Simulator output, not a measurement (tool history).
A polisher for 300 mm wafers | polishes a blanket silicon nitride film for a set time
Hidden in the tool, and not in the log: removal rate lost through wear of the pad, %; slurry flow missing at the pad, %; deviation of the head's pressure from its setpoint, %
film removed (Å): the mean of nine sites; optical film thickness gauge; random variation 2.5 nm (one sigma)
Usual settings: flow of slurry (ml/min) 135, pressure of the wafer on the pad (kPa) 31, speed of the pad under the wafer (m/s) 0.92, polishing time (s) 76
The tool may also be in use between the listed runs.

run	hour	flow of slurry (ml/min)	pressure of the wafer on the pad (kPa)	speed of the pad under the wafer (m/s)	polishing time (s)	wafers since the last listed run	wafers polished on this pad	hours since the slurry nozzle was cleaned	hours since the head pressure was calibrated	incoming thickness of the incoming film, nm	film removed (Å)
1	0	135	31	0.92	76	0	3898	21.9	239.1	673.2	1729
# hour 21: worn pad replaced by a new one
2	24.4	135	31	0.92	76	262	43	46.3	263.5	673.5	1737
3	65	135	31	0.92	76	521	564	86.9	304.1	662.3	1695
# hour 83.4: head pressure recalibrated
4	130.7	135	31	0.92	76	818	1383	152.6	47.3	664.9	1663
5	174.1	135	31	0.92	76	557	1940	196	90.7	661	1656
6	228.9	135	31	0.92	76	704	2645	250.8	145.5	669.2	1586
# hour 280: slurry nozzle cleaned
7	280.3	135	31	0.92	76	647	3292	0.3	196.9	651	1739
8	319.5	135	31	0.92	76	503	3796	39.5	236.1	654.7	1718
# hour 349.2: worn pad replaced by a new one
9	379	135	31	0.92	76	713	383	99	295.6	655.6	1677
10	421.6	135	31	0.92	76	547	930	141.6	338.2	673	1675
# hour 493.1: head pressure recalibrated
11	493.6	135	31	0.92	76	899	1830	213.6	0.5	662.3	1642
12	559	135	31	0.92	76	840	2670	279	65.9	663.1	1558
13	603.2	135	31	0.92	76	567	3238	323.2	110.1	659.6	1548
# hour 628.4: slurry nozzle cleaned
14	637.6	155	31	0.92	76	429	3667	9.2	144.5	664.5	1798
15	681.7	155	31	0.92	76	566	4234	53.3	188.6	660.2	1745
# hour 707.5: worn pad replaced by a new one
16	737.6	155	31	0.92	76	666	387	109.2	244.5	664.7	1733
17	798.1	100	31	0.92	76	777	1164	169.7	305	650.9	1528
# hour 863: head pressure recalibrated
18	867.7	100	31	0.92	76	868	2033	239.3	4.7	651.9	1411
19	894.4	95	31	0.64	92	343	2376	266	31.4	666.6	1214
20	920	135	31	0.92	76	328	2705	291.6	57	665.9	1495

The next listed run, before its measurement:
# hour 928.3: slurry nozzle cleaned
21	981	135	31	0.92	76	770	3476	52.7	118	655.6	?

film removed (Å): 1688
Without the tool's hidden state the same run would have given film removed (Å) 1721.

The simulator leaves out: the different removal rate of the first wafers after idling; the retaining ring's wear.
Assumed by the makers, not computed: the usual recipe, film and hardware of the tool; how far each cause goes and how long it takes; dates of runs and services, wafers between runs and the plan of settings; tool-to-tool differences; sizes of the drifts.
